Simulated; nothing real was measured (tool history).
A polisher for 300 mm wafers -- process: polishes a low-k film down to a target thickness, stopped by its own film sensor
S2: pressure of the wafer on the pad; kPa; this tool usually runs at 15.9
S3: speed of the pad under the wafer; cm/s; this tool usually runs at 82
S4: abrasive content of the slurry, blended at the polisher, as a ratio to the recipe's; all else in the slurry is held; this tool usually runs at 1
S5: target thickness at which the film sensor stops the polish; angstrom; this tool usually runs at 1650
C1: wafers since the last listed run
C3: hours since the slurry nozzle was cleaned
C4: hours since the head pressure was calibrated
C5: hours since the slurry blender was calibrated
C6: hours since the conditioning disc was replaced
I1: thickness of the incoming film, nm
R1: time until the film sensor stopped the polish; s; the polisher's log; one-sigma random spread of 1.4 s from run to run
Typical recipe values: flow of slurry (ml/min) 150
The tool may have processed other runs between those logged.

{"run": 1, "hour": 0.0, "flow of slurry (ml/min)": 175, "S2": 15.9, "S3": 82, "S4": 1, "S5": 1650, "C1": 0, "wafers polished on this pad": 3998, "C3": 407.7, "C4": 1059.4, "C5": 33.3, "C6": 349.9, "I1": 213.2, "R1": 135.8}
{"hour": 33.7, "done": "head pressure recalibrated"}
{"run": 2, "hour": 35.7, "flow of slurry (ml/min)": 175, "S2": 15.9, "S3": 82, "S4": 1, "S5": 1650, "C1": 388, "wafers polished on this pad": 4387, "C3": 443.4, "C4": 2, "C5": 69, "C6": 385.6, "I1": 209.1, "R1": 115}
{"run": 3, "hour": 102.2, "flow of slurry (ml/min)": 180, "S2": 10.3, "S3": 82, "S4": 1, "S5": 1650, "C1": 765, "wafers polished on this pad": 5153, "C3": 509.9, "C4": 68.5, "C5": 135.5, "C6": 452.1, "I1": 213.7, "R1": 197.7}
{"hour": 139.1, "done": "slurry nozzle cleaned"}
{"run": 4, "hour": 143.5, "flow of slurry (ml/min)": 150, "S2": 15.9, "S3": 82, "S4": 1, "S5": 1650, "C1": 464, "wafers polished on this pad": 5617, "C3": 4.4, "C4": 109.8, "C5": 176.8, "C6": 493.4, "I1": 210.8, "R1": 126.9}
{"hour": 147.7, "done": "conditioning disc replaced and pad reconditioned"}
{"hour": 165.6, "done": "worn pad replaced by a new one"}
{"run": 5, "hour": 215.3, "flow of slurry (ml/min)": 120, "S2": 15.9, "S3": 66, "S4": 1, "S5": 1650, "C1": 757, "wafers polished on this pad": 572, "C3": 76.2, "C4": 181.6, "C5": 248.6, "C6": 67.6, "I1": 209.6, "R1": 157.1}
{"run": 6, "hour": 249.2, "flow of slurry (ml/min)": 100, "S2": 15.9, "S3": 82, "S4": 1, "S5": 1650, "C1": 390, "wafers polished on this pad": 963, "C3": 110.1, "C4": 215.5, "C5": 282.5, "C6": 101.5, "I1": 209.2, "R1": 135}
{"run": 7, "hour": 317.7, "flow of slurry (ml/min)": 150, "S2": 15.9, "S3": 96, "S4": 1.25, "S5": 1650, "C1": 789, "wafers polished on this pad": 1752, "C3": 178.6, "C4": 284, "C5": 351, "C6": 170, "I1": 207.9, "R1": 101.3}
{"run": 8, "hour": 365.3, "flow of slurry (ml/min)": 190, "S2": 13.1, "S3": 62, "S4": 1, "S5": 1650, "C1": 548, "wafers polished on this pad": 2300, "C3": 226.2, "C4": 331.6, "C5": 398.6, "C6": 217.6, "I1": 209.2, "R1": 202.9}
{"run": 9, "hour": 411.0, "flow of slurry (ml/min)": 150, "S2": 15.9, "S3": 60, "S4": 0.85, "S5": 1650, "C1": 526, "wafers polished on this pad": 2827, "C3": 271.9, "C4": 377.3, "C5": 444.3, "C6": 263.3, "I1": 209.9, "R1": 193.5}
{"run": 10, "hour": 438.2, "flow of slurry (ml/min)": 175, "S2": 15.9, "S3": 54, "S4": 1, "S5": 1550, "C1": 313, "wafers polished on this pad": 3140, "C3": 299.1, "C4": 404.5, "C5": 471.5, "C6": 290.5, "I1": 210.4, "R1": 241.7}
{"run": 11, "hour": 486.3, "flow of slurry (ml/min)": 175, "S2": 18.6, "S3": 82, "S4": 1, "S5": 1650, "C1": 554, "wafers polished on this pad": 3694, "C3": 347.2, "C4": 452.6, "C5": 519.6, "C6": 338.6, "I1": 210.2, "R1": 125}
{"hour": 521.5, "done": "slurry blender recalibrated"}
{"run": 12, "hour": 621.9, "flow of slurry (ml/min)": 170, "S2": 18.6, "S3": 82, "S4": 1.15, "S5": 1500, "C1": 1538, "wafers polished on this pad": 5233, "C3": 482.8, "C4": 588.2, "C5": 100.4, "C6": 474.2, "I1": 212.1, "R1": 140.8}
{"hour": 638.0, "done": "conditioning disc replaced and pad reconditioned"}
{"run": 13, "hour": 650.3, "flow of slurry (ml/min)": 150, "S2": 15.9, "S3": 82, "S4": 0.8, "S5": 1650, "C1": 304, "wafers polished on this pad": 5537, "C3": 511.2, "C4": 616.6, "C5": 128.8, "C6": 12.3, "I1": 207.9, "R1": 138}
{"hour": 678.4, "done": "slurry nozzle cleaned"}
{"run": 14, "hour": 715.7, "flow of slurry (ml/min)": 175, "S2": 18.6, "S3": 82, "S4": 1, "S5": 1650, "C1": 741, "wafers polished on this pad": 6279, "C3": 37.3, "C4": 682, "C5": 194.2, "C6": 77.7, "I1": 209.9, "R1": 111.5}
{"hour": 731.5, "done": "worn pad replaced by a new one"}
{"run": 15, "hour": 771.9, "flow of slurry (ml/min)": 150, "S2": 19.3, "S3": 102, "S4": 1, "S5": 1650, "C1": 601, "wafers polished on this pad": 465, "C3": 93.5, "C4": 738.2, "C5": 250.4, "C6": 133.9, "I1": 209.7, "R1": 95.3}
{"run": 16, "hour": 801.4, "flow of slurry (ml/min)": 150, "S2": 18.6, "S3": 102, "S4": 1, "S5": 1650, "C1": 339, "wafers polished on this pad": 804, "C3": 123, "C4": 767.7, "C5": 279.9, "C6": 163.4, "I1": 208.7, "R1": 97.5}
{"run": 17, "hour": 854.3, "flow of slurry (ml/min)": 150, "S2": 15.9, "S3": 82, "S4": 1, "S5": 1650, "C1": 609, "wafers polished on this pad": 1414, "C3": 175.9, "C4": 820.6, "C5": 332.8, "C6": 216.3, "I1": 208.7, "R1": 138}
{"run": 18, "hour": 948.2, "flow of slurry (ml/min)": 175, "S2": 15.9, "S3": 82, "S4": 1, "S5": 1650, "C1": 1081, "wafers polished on this pad": 2495, "C3": 269.8, "C4": 914.5, "C5": 426.7, "C6": 310.2, "I1": 213, "R1": 151.6}
{"hour": 1080.0, "done": "slurry blender recalibrated"}
{"run": 19, "hour": 1080.4, "flow of slurry (ml/min)": 170, "S2": 18.6, "S3": 82, "S4": 1.15, "S5": 1500, "C1": 1499, "wafers polished on this pad": 3995, "C3": 402, "C4": 1046.7, "C5": 0.4, "C6": 442.4, "I1": 210.2, "R1": 146}
{"hour": 1126.0, "done": "slurry nozzle cleaned"}
{"run": 20, "hour": 1150.3, "flow of slurry (ml/min)": 150, "S2": 13.1, "S3": 82, "S4": 1.3, "S5": 1650, "C1": 793, "wafers polished on this pad": 4789, "C3": 24.3, "C4": 1116.6, "C5": 70.3, "C6": 512.3, "I1": 212.7, "R1": 155.4}
{"hour": 1192.5, "done": "conditioning disc replaced and pad reconditioned"}
{"run": 21, "hour": 1196.4, "flow of slurry (ml/min)": 150, "S2": 21.4, "S3": 82, "S4": 1, "S5": 1650, "C1": 507, "wafers polished on this pad": 5297, "C3": 70.4, "C4": 1162.7, "C5": 116.4, "C6": 3.9, "I1": 210.8, "R1": 105.3}
{"hour": 1247.0, "done": "worn pad replaced by a new one"}
{"run": 22, "hour": 1251.9, "flow of slurry (ml/min)": 150, "S2": 15.9, "S3": 82, "S4": 1, "S5": 1610, "C1": 593, "wafers polished on this pad": 56, "C3": 125.9, "C4": 1218.2, "C5": 171.9, "C6": 59.4, "I1": 212.8, "R1": 162.1}
{"hour": 1278.4, "done": "head pressure recalibrated"}
{"run": 23, "hour": 1319.4, "flow of slurry (ml/min)": 110, "S2": 12.4, "S3": 82, "S4": 1, "S5": 1650, "C1": 754, "wafers polished on this pad": 810, "C3": 193.4, "C4": 41, "C5": 239.4, "C6": 126.9, "I1": 211.4, "R1": 167}
{"run": 24, "hour": 1365.6, "flow of slurry (ml/min)": 150, "S2": 17.9, "S3": 82, "S4": 0.7, "S5": 1650, "C1": 532, "wafers polished on this pad": 1343, "C3": 239.6, "C4": 87.2, "C5": 285.6, "C6": 173.1, "I1": 210.5, "R1": 132.5}
{"run": 25, "hour": 1393.4, "flow of slurry (ml/min)": 125, "S2": 15.9, "S3": 72, "S4": 1, "S5": 1650, "C1": 320, "wafers polished on this pad": 1663, "C3": 267.4, "C4": 115, "C5": 313.4, "C6": 200.9, "I1": 210.3, "R1": 144.6}

A few steps of R1 between consecutive runs. Split each: what settings, incoming material and random variation would produce without the hidden state, and what is left over for the hidden state, along with gauge scatter present in only one of the two compared results (measured, and without hidden state):
What the log doesn't record here: removal rate lost through wear of the pad, %; slurry flow missing at the pad, %; deviation of the head's pressure from its setpoint, %; abrasive missing from the slurry, %; time polished since the conditioner stopped cutting, s.
Run 7 -> 8: flow of slurry (ml/min) 150 -> 190, S2 15.9 -> 13.1, S3 96 -> 62, S4 1.25 -> 1. R1 +101.6 s: hidden state +19.8, all else +81.8.
Run 10 -> 11: S2 15.9 -> 18.6, S3 54 -> 82, S5 1550 -> 1650. R1 -116.7 s: hidden state -20.5, all else -96.2.
